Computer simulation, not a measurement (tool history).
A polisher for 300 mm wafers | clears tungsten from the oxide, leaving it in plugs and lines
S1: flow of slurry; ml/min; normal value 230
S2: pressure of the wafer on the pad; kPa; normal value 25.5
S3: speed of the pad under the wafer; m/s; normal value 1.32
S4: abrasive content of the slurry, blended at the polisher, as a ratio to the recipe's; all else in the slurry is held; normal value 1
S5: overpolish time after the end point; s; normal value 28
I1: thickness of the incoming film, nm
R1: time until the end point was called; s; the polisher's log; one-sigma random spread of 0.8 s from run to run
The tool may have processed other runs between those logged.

run,hour,S1,S2,S3,S4,S5,I1,R1
1,0,230,25.5,1.32,1,28,411.3,87
# hour 10.8: slurry blender recalibrated
# hour 38.2: slurry tank refilled with fresh slurry and peroxide
# hour 38.3: slurry nozzle cleaned
2,82.1,230,22.1,1.32,1,28,409.2,95.6
3,144.3,230,22.1,1.32,1,28,413.8,98.6
# hour 156.6: worn pad replaced by a new one
4,219.1,230,25.5,1.32,1,28,404.7,84.1
# hour 283.5: slurry blender recalibrated
# hour 327.3: slurry tank refilled with fresh slurry and peroxide
5,332.5,230,25.5,1.32,1,28,410.4,80.1
# hour 368.8: slurry nozzle cleaned
6,403.1,230,25.5,1.32,1,28,414.3,84.1
7,440.7,230,25.5,1.32,1,37,416.8,88.1
# hour 445.6: worn pad replaced by a new one, of another model than before
8,482,230,25.5,1.32,1,28,405.5,85.3
9,571.7,230,25.5,1.32,1,28,418.1,89.7
# hour 608.2: slurry blender recalibrated
10,639.2,230,25.5,1.32,1,28,412.7,88.2
# hour 656.3: slurry tank refilled with fresh slurry and peroxide
# hour 660.9: slurry nozzle cleaned
11,728.2,230,25.5,1.32,1,19,404.3,82.7
# hour 755: worn pad replaced by a new one
12,792.7,230,20,1.32,1.1,28,417.3,94.4
13,841.8,195,16.5,1,1,38,407.4,120.9
# hour 867: slurry blender recalibrated
# hour 920.8: head pressure recalibrated
# hour 928.1: slurry tank refilled with fresh slurry and peroxide
# hour 945.9: slurry nozzle cleaned
14,946.9,155,25.5,0.88,0.8,28,415.4,116.3
15,1006.2,230,25.5,1.62,0.9,28,404.3,76.9
# hour 1070.5: worn pad replaced by a new one
16,1080.2,175,21.4,1.68,0.75,28,402.8,94.5
# hour 1134.8: slurry blender recalibrated
17,1160.2,230,33.8,1.32,1,28,408.7,75.1
18,1201.3,305,25.5,1.32,1.1,40,407.6,80.9
19,1246.8,230,25.5,1.32,1.25,28,406.8,82.9
# hour 1269.4: slurry tank refilled with fresh slurry and peroxide
# hour 1283.6: slurry nozzle cleaned
# hour 1336: worn pad replaced by a new one
20,1345.4,285,25.5,1.32,0.9,28,402.8,80.4
21,1445.1,230,25.5,1.32,1,28,410,87.1
# hour 1467.4: slurry blender recalibrated
22,1484.2,230,25.5,1.32,1,28,409.2,85.7

The tool's hidden state at each run:
removal rate lost through wear of the pad, %: 0 across all the runs
slurry flow missing at the pad, %: 0 across all the runs
deviation of the head's pressure from its setpoint, %: 0 across all the runs
abrasive missing from the slurry, %: 0 across all the runs
H1: peroxide lost from the slurry, %
run,H1
1,24.9
2,10.6
3,17.4
4,21.5
5,3.52
6,14.5
7,17.8
8,20.2
9,23.1
10,24
11,12.2
12,17.4
13,19.6
14,7.11
15,15.5
16,20.9
17,23.6
18,24.4
19,24.9
20,12.7
21,19.3
22,20.6

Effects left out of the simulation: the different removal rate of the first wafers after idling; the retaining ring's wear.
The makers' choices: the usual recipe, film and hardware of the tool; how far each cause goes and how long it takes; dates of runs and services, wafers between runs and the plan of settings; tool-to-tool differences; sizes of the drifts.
